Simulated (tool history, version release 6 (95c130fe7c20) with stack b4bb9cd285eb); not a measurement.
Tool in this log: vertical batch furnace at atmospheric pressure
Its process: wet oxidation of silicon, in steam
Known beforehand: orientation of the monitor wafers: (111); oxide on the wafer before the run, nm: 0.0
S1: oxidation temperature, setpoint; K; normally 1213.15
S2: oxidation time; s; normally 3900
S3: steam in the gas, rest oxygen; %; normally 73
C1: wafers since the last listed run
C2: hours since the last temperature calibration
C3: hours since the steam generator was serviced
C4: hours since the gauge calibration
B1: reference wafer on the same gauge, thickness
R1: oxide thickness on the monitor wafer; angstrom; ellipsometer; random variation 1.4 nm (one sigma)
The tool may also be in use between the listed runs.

run   hour       S1    S2  S3    C1      C2      C3      C4      B1      R1
  1      0  1213.15  3900  73     0    1792  1460.8   695.1  250.95  2455.8
  2   15.4  1213.15  3900  73   246  1807.4  1476.2   710.5  249.79  2455.6
  3     36  1213.15  3900  73   329    1828  1496.8   731.1  249.55  2451.4
  4   62.9  1213.15  3900  73   430  1854.9  1523.7     758  250.44  2454.7
  5   98.7  1213.15  3900  76   572  1890.7  1559.5   793.8  250.17    2523
  6  128.9  1213.15  3900  76   482  1920.9  1589.7     824  249.46    2520
  7    149  1213.15  3900  73   321    1941  1609.8   844.1  250.27  2429.5
  8  181.4  1213.15  3900  73   517  1973.4  1642.2   876.5  250.39    2433
  9  198.1  1213.15  3900  73   266  1990.1  1658.9   893.2  249.86  2443.7
 10  214.3  1213.15  3900  69   258  2006.3  1675.1   909.4  249.92    2325
 11  246.5  1213.15  3900  69   514  2038.5  1707.3   941.6  250.43  2329.6
 12  279.7  1213.15  3900  73   530  2071.7  1740.5   974.8  250.07  2448.7
 13    292  1213.15  3900  73   196    2084  1752.8   987.1  250.94  2426.6
     340.5  -- steam generator serviced
 14    341  1213.15  3900  73   399    2133     0.5  1036.1  249.86  2568.4
 15  348.2  1213.15  3900  73   115  2140.2     7.7  1043.3  249.67  2556.2
 16  370.8  1213.15  3900  63   361  2162.8    30.3  1065.9  249.97  2306.7
 17  393.2  1213.15  3060  63   358  2185.2    52.7  1088.3  249.85  1936.4
     422.9  -- thermocouples replaced and temperature profile calibrated
 18  423.4  1213.15  3900  73    99     0.5    82.9  1118.5  250.09  2555.3
 19  442.2  1213.15  3900  73   300    19.3   101.7  1137.3  249.69  2577.1
 20  456.2  1213.15  3900  79   223    33.3   115.7  1151.3  249.34  2730.5
 21  476.6  1223.15  2820  65   326    53.7   136.1  1171.7  249.59  1992.3
 22  498.4  1194.15  3900  73   348    75.5   157.9  1193.5  250.48  2173.4
 23  519.8  1223.15  3900  73   342    96.9   179.3  1214.9  249.58  2821.7
 24  545.3  1190.15  3900  73   407   122.4   204.8  1240.4   250.5  2105.4
 25  578.8  1234.15  3900  69   535   155.9   238.3  1273.9  249.98  2929.2
     603.7  -- gauge calibrated
 26  610.4  1237.15  4470  69   505   187.5   269.9     6.7  249.86  3283.8
 27  636.7  1213.15  3900  73   420   213.8   296.2      33  249.91  2560.7
 28  659.7  1222.15  2640  73   367   236.8   319.2      56  249.37  2047.5
 29  686.3  1213.15  2460  73   425   263.4   345.8    82.6  249.77  1810.4
 30  715.3  1196.15  4680  77   463   292.4   374.8   111.6  250.13  2674.2
 31  747.9  1221.15  3150  80   521     325   407.4   144.2   250.3  2514.5
 32  764.2  1213.15  4980  73   260   341.3   423.7   160.5  250.23  3058.3
 33  793.7  1213.15  3900  73   471   370.8   453.2     190  249.73  2579.7
 34  827.1  1213.15  3900  73   533   404.2   486.6   223.4  250.03  2573.8
 35  929.6  1213.15  3900  83  1638   506.7   589.1   325.9  250.52  2818.6
 36  942.2  1213.15  3900  73   201   519.3   601.7   338.5  250.05  2553.9
 37  964.5  1224.15  3900  82   356   541.6     624   360.8  250.89  3035.1

Alternative continuations, all from the tool just after run 37; predict every row:
  A  969.8  1226.15  3900  73  84  546.9  629.3  366.1   ?   ?
  B  969.8  1213.15  2430  73  84  546.9  629.3  366.1   ?   ?
  C  969.8  1213.15  2190  70  84  546.9  629.3  366.1   ?   ?
  D  969.8  1213.15  4470  73  84  546.9  629.3  366.1   ?   ?
  E  969.8  1213.15  5820  62  84  546.9  629.3  366.1   ?   ?

run      B1      R1
  A  249.61  2834.4
  B  249.61    1783
  C  249.61  1589.8
  D  249.61  2816.6
  E  249.61  3027.5
With the hidden condition removed and each run's random variation left untouched, the same runs would have given:
run      R1
  A  2856.6
  B  1798.4
  C  1603.8
  D  2839.2
  E  3051.4

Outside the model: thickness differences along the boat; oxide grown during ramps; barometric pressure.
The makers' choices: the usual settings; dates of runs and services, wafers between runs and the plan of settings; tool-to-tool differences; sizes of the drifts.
